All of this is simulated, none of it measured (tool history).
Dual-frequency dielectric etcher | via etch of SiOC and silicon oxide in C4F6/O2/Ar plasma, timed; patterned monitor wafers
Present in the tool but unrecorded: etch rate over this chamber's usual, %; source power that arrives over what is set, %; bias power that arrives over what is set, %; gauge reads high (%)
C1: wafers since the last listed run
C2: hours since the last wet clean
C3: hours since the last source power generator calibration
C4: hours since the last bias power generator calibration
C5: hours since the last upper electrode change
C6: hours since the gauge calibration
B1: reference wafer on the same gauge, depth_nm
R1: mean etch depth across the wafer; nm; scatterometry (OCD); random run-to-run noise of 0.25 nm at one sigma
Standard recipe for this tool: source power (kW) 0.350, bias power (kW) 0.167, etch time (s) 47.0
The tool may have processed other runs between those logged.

run 1 day=0.000 | source_power_(kW)=0.350 bias_power_(kW)=0.167 etch_time_(s)=47.0 | C1=0 C2=78.3 C3=1227.7 C4=2131.6 C5=3033.4 C6=50.1 | B1=53.43 | R1=47.80
run 2 day=4.179 | source_power_(kW)=0.350 bias_power_(kW)=0.156 etch_time_(s)=54.5 | C1=1618 C2=178.6 C3=1328.0 C4=2231.9 C5=3133.7 C6=150.4 | B1=53.27 | R1=54.93
run 3 day=8.517 | source_power_(kW)=0.350 bias_power_(kW)=0.156 etch_time_(s)=54.5 | C1=1680 C2=282.7 C3=1432.1 C4=2336.0 C5=3237.8 C6=254.5 | B1=53.14 | R1=54.14
run 4 day=11.633 | source_power_(kW)=0.350 bias_power_(kW)=0.167 etch_time_(s)=47.0 | C1=1207 C2=357.5 C3=1506.9 C4=2410.8 C5=3312.6 C6=329.3 | B1=53.00 | R1=47.10
run 5 day=13.625 | source_power_(kW)=0.350 bias_power_(kW)=0.167 etch_time_(s)=47.0 | C1=771 C2=405.3 C3=1554.7 C4=2458.6 C5=3360.4 C6=377.1 | B1=53.05 | R1=47.84
run 6 day=15.229 | source_power_(kW)=0.350 bias_power_(kW)=0.167 etch_time_(s)=47.0 | C1=621 C2=443.8 C3=1593.2 C4=2497.1 C5=3398.9 C6=415.6 | B1=52.89 | R1=47.40
run 7 day=18.825 | source_power_(kW)=0.350 bias_power_(kW)=0.167 etch_time_(s)=55.5 | C1=1392 C2=530.1 C3=1679.5 C4=2583.4 C5=3485.2 C6=501.9 | B1=52.80 | R1=56.30
run 8 day=20.567 | source_power_(kW)=0.350 bias_power_(kW)=0.167 etch_time_(s)=47.0 | C1=674 C2=571.9 C3=1721.3 C4=2625.2 C5=3527.0 C6=543.7 | B1=52.72 | R1=46.96
-- day=21.671 wet clean of the chamber
run 9 day=22.821 | source_power_(kW)=0.350 bias_power_(kW)=0.167 etch_time_(s)=47.0 | C1=485 C2=27.6 C3=1775.4 C4=2679.3 C5=3581.1 C6=597.8 | B1=52.67 | R1=46.97
run 10 day=25.558 | source_power_(kW)=0.350 bias_power_(kW)=0.167 etch_time_(s)=47.0 | C1=1060 C2=93.3 C3=1841.1 C4=2745.0 C5=3646.8 C6=663.5 | B1=52.56 | R1=47.17
run 11 day=29.654 | source_power_(kW)=0.350 bias_power_(kW)=0.167 etch_time_(s)=58.0 | C1=1586 C2=191.6 C3=1939.4 C4=2843.3 C5=3745.1 C6=761.8 | B1=52.47 | R1=58.05
run 12 day=32.050 | source_power_(kW)=0.350 bias_power_(kW)=0.167 etch_time_(s)=47.0 | C1=928 C2=249.1 C3=1996.9 C4=2900.8 C5=3802.6 C6=819.3 | B1=52.38 | R1=46.64
run 13 day=34.929 | source_power_(kW)=0.350 bias_power_(kW)=0.167 etch_time_(s)=55.0 | C1=1115 C2=318.2 C3=2066.0 C4=2969.9 C5=3871.7 C6=888.4 | B1=52.31 | R1=54.50
-- day=35.938 gauge calibrated
-- day=36.904 source power generator calibrated
run 14 day=38.267 | source_power_(kW)=0.440 bias_power_(kW)=0.139 etch_time_(s)=59.5 | C1=1228 C2=398.3 C3=32.7 C4=3050.0 C5=3951.8 C6=55.9 | B1=53.29 | R1=63.07
run 15 day=42.333 | source_power_(kW)=0.350 bias_power_(kW)=0.167 etch_time_(s)=47.0 | C1=1575 C2=495.9 C3=130.3 C4=3147.6 C5=4049.4 C6=153.5 | B1=53.06 | R1=47.42
-- day=43.858 wet clean of the chamber
-- day=45.058 upper electrode replaced
run 16 day=45.079 | source_power_(kW)=0.350 bias_power_(kW)=0.179 etch_time_(s)=56.0 | C1=288 C2=29.3 C3=196.2 C4=3213.5 C5=0.5 C6=219.4 | B1=53.00 | R1=57.42
run 17 day=53.517 | source_power_(kW)=0.350 bias_power_(kW)=0.167 etch_time_(s)=47.0 | C1=3268 C2=231.8 C3=398.7 C4=3416.0 C5=203.0 C6=421.9 | B1=52.74 | R1=46.98
-- day=54.612 bias power generator calibrated
run 18 day=57.629 | source_power_(kW)=0.350 bias_power_(kW)=0.167 etch_time_(s)=47.0 | C1=1528 C2=330.5 C3=497.4 C4=72.4 C5=301.7 C6=520.6 | B1=52.54 | R1=46.93
run 19 day=60.700 | source_power_(kW)=0.300 bias_power_(kW)=0.185 etch_time_(s)=47.0 | C1=1189 C2=404.2 C3=571.1 C4=146.1 C5=375.4 C6=594.3 | B1=52.48 | R1=45.21
run 20 day=62.525 | source_power_(kW)=0.350 bias_power_(kW)=0.167 etch_time_(s)=52.5 | C1=706 C2=448.0 C3=614.9 C4=189.9 C5=419.2 C6=638.1 | B1=52.41 | R1=52.14
-- day=65.867 wet clean of the chamber
run 21 day=72.046 | source_power_(kW)=0.410 bias_power_(kW)=0.152 etch_time_(s)=61.0 | C1=3300 C2=148.3 C3=843.4 C4=418.4 C5=647.7 C6=866.6 | B1=52.09 | R1=62.70
run 22 day=74.254 | source_power_(kW)=0.280 bias_power_(kW)=0.167 etch_time_(s)=59.5 | C1=855 C2=201.3 C3=896.4 C4=471.4 C5=700.7 C6=919.6 | B1=51.98 | R1=54.50

Below, each run's measurement less what the same run would have read without the hidden state. Both values contain the same run-to-run variation, but the gauge's scatter may not be the same in both:
run=1 R1=+0.19
run=2 R1=+0.08
run=3 R1=-0.07
run=4 R1=-0.15
run=5 R1=-0.21
run=6 R1=-0.26
run=7 R1=-0.43
run=8 R1=-0.41
run=9 R1=-0.47
run=10 R1=-0.56
run=11 R1=-0.84
run=12 R1=-0.75
run=13 R1=-0.97
run=14 R1=+0.03
run=15 R1=-0.09
run=16 R1=-0.21
run=17 R1=-0.42
run=18 R1=-0.54
run=19 R1=-0.61
run=20 R1=-0.76
run=21 R1=-1.30
run=22 R1=-1.21

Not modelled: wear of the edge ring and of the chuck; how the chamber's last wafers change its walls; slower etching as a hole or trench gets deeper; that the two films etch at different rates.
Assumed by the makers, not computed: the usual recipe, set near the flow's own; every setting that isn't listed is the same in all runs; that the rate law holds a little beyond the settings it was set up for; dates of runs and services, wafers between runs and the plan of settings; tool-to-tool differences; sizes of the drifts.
